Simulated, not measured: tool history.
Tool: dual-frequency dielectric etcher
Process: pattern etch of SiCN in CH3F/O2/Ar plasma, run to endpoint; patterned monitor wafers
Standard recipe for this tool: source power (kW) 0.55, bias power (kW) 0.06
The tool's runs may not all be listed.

run   hour  source power (kW)  bias power (kW)  wafers since the last listed run  hours since the last wet clean  hours since the last source power generator calibration  hours since the last bias power generator calibration  hours since the last upper electrode change  incoming incoming film thickness, nm  endpoint time (s)
  1      0               0.55             0.06                                 0                            26.3                                                   3281.8                                                 2510.6                                       3658.5                                  6.87               18.2
  2   62.8               0.55             0.06                              1007                            89.1                                                   3344.6                                                 2573.4                                       3721.3                                  6.88               18.6
  3    122               0.52            0.055                               949                           148.3                                                   3403.8                                                 2632.6                                       3780.5                                  6.86               19.2
  4  159.8               0.52            0.055                               606                           186.1                                                   3441.6                                                 2670.4                                       3818.3                                  6.92               19.4
  5  216.4               0.52            0.055                               907                           242.7                                                   3498.2                                                   2727                                       3874.9                                  6.88               19.3
  6    286               0.55             0.07                              1116                           312.3                                                   3567.8                                                 2796.6                                       3944.5                                  6.95               18.4
  7    359               0.55             0.07                              1170                           385.3                                                   3640.8                                                 2869.6                                       4017.5                                  6.95               18.8
  8  447.3               0.63            0.048                              1416                           473.6                                                   3729.1                                                 2957.9                                       4105.8                                  6.91               18.5
  9  510.5               0.43            0.056                              1013                           536.8                                                   3792.3                                                 3021.1                                         4169                                  6.96               22.1
 10  577.1                0.5            0.047                              1068                           603.4                                                   3858.9                                                 3087.7                                       4235.6                                  6.85               20.9
     590.5  -- source power generator calibrated
     617.6  -- bias power generator calibrated
     627.8  -- wet clean of the chamber
     654.7  -- upper electrode replaced
 11  655.9               0.55            0.065                               586                            28.1                                                     65.4                                                   38.3                                          1.2                                  6.89                 18
 12  759.6               0.49            0.054                              1662                           131.8                                                    169.1                                                    142                                        104.9                                  6.92               20.2
 13  796.3               0.45            0.053                               588                           168.5                                                    205.8                                                  178.7                                        141.6                                  6.82               20.7
 14  891.4               0.55            0.071                              1525                           263.6                                                    300.9                                                  273.8                                        236.7                                  6.94               18.4
 15  958.9               0.55             0.06                              1082                           331.1                                                    368.4                                                  341.3                                        304.2                                  6.96                 19

The logged runs with the hidden state left out (each run's random variation unchanged):
Hidden state at play: etch rate over this chamber's usual, %; source power that arrives over what is set, %; bias power that arrives over what is set, %.
run  endpoint time (s)
  1               18.1
  2               18.4
  3               18.9
  4               19.1
  5               18.8
  6               17.9
  7               18.1
  8               17.7
  9                 21
 10               19.7
 11               17.8
 12               19.8
 13               20.2
 14               17.9
 15               18.3

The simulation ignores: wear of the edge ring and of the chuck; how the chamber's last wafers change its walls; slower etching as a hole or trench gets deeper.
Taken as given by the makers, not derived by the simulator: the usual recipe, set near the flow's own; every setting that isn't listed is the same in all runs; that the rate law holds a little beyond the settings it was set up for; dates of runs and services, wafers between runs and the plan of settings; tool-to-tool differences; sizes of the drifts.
